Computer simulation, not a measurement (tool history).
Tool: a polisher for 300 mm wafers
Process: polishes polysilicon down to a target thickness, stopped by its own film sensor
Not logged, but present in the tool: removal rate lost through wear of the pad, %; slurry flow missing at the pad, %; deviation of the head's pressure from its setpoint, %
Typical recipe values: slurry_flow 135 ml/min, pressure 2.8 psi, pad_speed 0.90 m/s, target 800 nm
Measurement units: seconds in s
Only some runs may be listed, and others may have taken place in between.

run	hour	slurry_flow	pressure	pad_speed	target	wafers since the last listed run	wafers polished on this pad	hours since the slurry nozzle was cleaned	hours since the head pressure was calibrated	incoming thickness of the incoming film, nm	seconds
1	0.0	135	3.4	0.90	800	0	171	726.3	445.5	1315.5	53.5
2	41.4	135	3.4	0.90	800	287	458	767.7	486.9	1324.5	54.4
3	91.6	135	3.4	0.90	800	348	807	817.9	537.1	1335.2	54.7
# hour 143.8: slurry nozzle cleaned
4	154.6	155	2.8	0.64	800	430	1238	10.8	600.1	1298.6	79.3
5	190.4	155	2.8	0.64	800	248	1486	46.6	635.9	1347.9	87.1
# hour 217.8: worn pad replaced by a new one
6	254.8	135	2.8	0.90	690	419	256	111.0	700.3	1323.2	75.6
7	305.2	135	2.8	0.90	800	350	606	161.4	750.7	1325.1	61.4
# hour 345.5: head pressure recalibrated
8	376.6	135	2.8	0.90	800	482	1088	232.8	31.1	1315.2	68.6
9	409.5	135	2.8	0.90	800	228	1317	265.7	64.0	1326.2	70.4
10	439.4	135	2.8	0.90	800	207	1525	295.6	93.9	1322.2	68.0
# hour 460.8: worn pad replaced by a new one
11	475.3	135	2.8	0.72	904	221	100	331.5	129.8	1311.7	67.9
12	508.3	135	2.8	0.72	904	229	329	364.5	162.8	1305.1	63.5
13	571.4	135	2.8	0.90	800	438	768	427.6	225.9	1312.8	67.5
14	635.6	120	2.5	0.90	800	445	1214	491.8	290.1	1319.8	77.0
# hour 691.0: worn pad replaced by a new one, of another model than before
15	691.5	135	2.8	0.90	800	360	3	547.7	346.0	1317.4	69.3
16	747.0	135	2.8	0.78	900	385	388	603.2	401.5	1303.7	54.8
17	781.8	105	2.8	0.66	927	241	630	638.0	436.3	1320.5	62.4
18	808.8	135	2.8	0.90	800	187	817	665.0	463.3	1311.8	65.2
19	833.6	135	2.8	0.90	800	172	990	689.8	488.1	1317.9	66.3
# hour 886.6: slurry nozzle cleaned
20	896.4	120	3.1	0.66	956	429	1419	9.8	550.9	1321.0	51.7
# hour 929.7: worn pad replaced by a new one
21	934.5	175	2.5	0.90	800	236	33	47.9	589.0	1328.5	66.7
22	966.1	135	2.8	0.64	966	219	252	79.5	620.6	1302.5	50.3
23	992.4	135	2.8	0.90	800	182	435	105.8	646.9	1320.1	63.8
24	1021.2	135	2.8	0.90	945	200	635	134.6	675.7	1339.3	47.4
25	1089.8	175	2.8	0.90	800	476	1112	203.2	744.3	1327.4	60.7
# hour 1109.9: head pressure recalibrated
26	1118.8	135	2.8	0.60	709	187	1299	232.2	8.9	1331.4	95.8

3 options for the next run, each taken on its own from the tool as it stands now. Forecast them:
A	1119.2	110	2.8	0.90	800	2	1302	232.6	9.3	1340.7	?
B	1119.2	135	3.5	0.70	725	2	1302	232.6	9.3	1340.7	?
C	1119.2	135	2.8	0.72	800	2	1302	232.6	9.3	1340.7	?

run	seconds
A	73.2
B	76.3
C	76.2
With the hidden condition removed and each run's random variation left untouched, the same runs would have given:
run	seconds
A	72.8
B	75.9
C	75.8
